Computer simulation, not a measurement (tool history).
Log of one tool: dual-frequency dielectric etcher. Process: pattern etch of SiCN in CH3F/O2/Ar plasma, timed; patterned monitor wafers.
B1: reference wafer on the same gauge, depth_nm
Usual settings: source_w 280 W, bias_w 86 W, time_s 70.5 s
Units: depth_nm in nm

run 1 hour=0 | source_w=280 bias_w=86 time_s=70.5 | B1=19.91 | depth_nm=21.19
run 2 hour=104.9 | source_w=280 bias_w=86 time_s=70.5 | B1=19.92 | depth_nm=21.02
run 3 hour=184.7 | source_w=280 bias_w=86 time_s=70.5 | B1=19.9 | depth_nm=21.02
run 4 hour=233.4 | source_w=280 bias_w=86 time_s=70.5 | B1=19.91 | depth_nm=21.13
run 5 hour=325.9 | source_w=280 bias_w=86 time_s=70.5 | B1=19.9 | depth_nm=21.13
-- hour=412 wet clean of the chamber
run 6 hour=412.5 | source_w=280 bias_w=86 time_s=70.5 | B1=19.91 | depth_nm=21.15
run 7 hour=448.4 | source_w=280 bias_w=86 time_s=63.5 | B1=19.9 | depth_nm=18.97
run 8 hour=523.5 | source_w=280 bias_w=86 time_s=70.5 | B1=19.9 | depth_nm=21.14
run 9 hour=563 | source_w=280 bias_w=100 time_s=70.5 | B1=19.91 | depth_nm=22.12
run 10 hour=606.9 | source_w=280 bias_w=86 time_s=70.5 | B1=19.91 | depth_nm=20.92
-- hour=610.1 gauge calibrated
run 11 hour=650.4 | source_w=280 bias_w=86 time_s=70.5 | B1=19.91 | depth_nm=20.99
run 12 hour=795.3 | source_w=280 bias_w=86 time_s=70.5 | B1=19.9 | depth_nm=20.92
-- hour=809.3 bias power generator calibrated
run 13 hour=848.7 | source_w=280 bias_w=76 time_s=70.5 | B1=19.9 | depth_nm=20.06
-- hour=886.4 wet clean of the chamber
run 14 hour=888.5 | source_w=280 bias_w=86 time_s=70.5 | B1=19.9 | depth_nm=20.8
run 15 hour=976.8 | source_w=280 bias_w=86 time_s=70.5 | B1=19.9 | depth_nm=20.85
-- hour=1003.4 source power generator calibrated
run 16 hour=1043.7 | source_w=260 bias_w=107 time_s=83.5 | B1=19.9 | depth_nm=26.56
-- hour=1114.2 upper electrode replaced
run 17 hour=1114.7 | source_w=280 bias_w=86 time_s=70.5 | B1=19.89 | depth_nm=21.52
run 18 hour=1140.5 | source_w=330 bias_w=69 time_s=64.5 | B1=19.9 | depth_nm=19.96
run 19 hour=1181 | source_w=280 bias_w=86 time_s=70.5 | B1=19.9 | depth_nm=21.4
run 20 hour=1234 | source_w=280 bias_w=78 time_s=58.5 | B1=19.9 | depth_nm=17.4
-- hour=1308 wet clean of the chamber
run 21 hour=1339.2 | source_w=280 bias_w=86 time_s=70.5 | B1=19.9 | depth_nm=21.47
run 22 hour=1414.1 | source_w=330 bias_w=75 time_s=79 | B1=19.9 | depth_nm=25.17
run 23 hour=1482.5 | source_w=310 bias_w=77 time_s=81 | B1=19.89 | depth_nm=25.08
run 24 hour=1553.9 | source_w=310 bias_w=86 time_s=70.5 | B1=19.9 | depth_nm=22.57
run 25 hour=1620 | source_w=280 bias_w=78 time_s=58.5 | B1=19.9 | depth_nm=17.23
run 26 hour=1675.7 | source_w=330 bias_w=71 time_s=64.5 | B1=19.88 | depth_nm=20.04
-- hour=1769.7 wet clean of the chamber
run 27 hour=1925.3 | source_w=280 bias_w=75 time_s=70.5 | B1=19.9 | depth_nm=20.45
run 28 hour=2026.6 | source_w=230 bias_w=72 time_s=70.5 | B1=19.9 | depth_nm=18.03
run 29 hour=2121.3 | source_w=280 bias_w=86 time_s=70.5 | B1=19.9 | depth_nm=21.31

Run 30 comes next. What will it give?
-- hour=2193.2 wet clean of the chamber
run 30 hour=2218.4 | source_w=280 bias_w=86 time_s=70.5 | B1=? | depth_nm=?

B1: 19.89
depth_nm: 21.21 nm
Without the tool's hidden state the same run would have given depth_nm 21.59 nm.
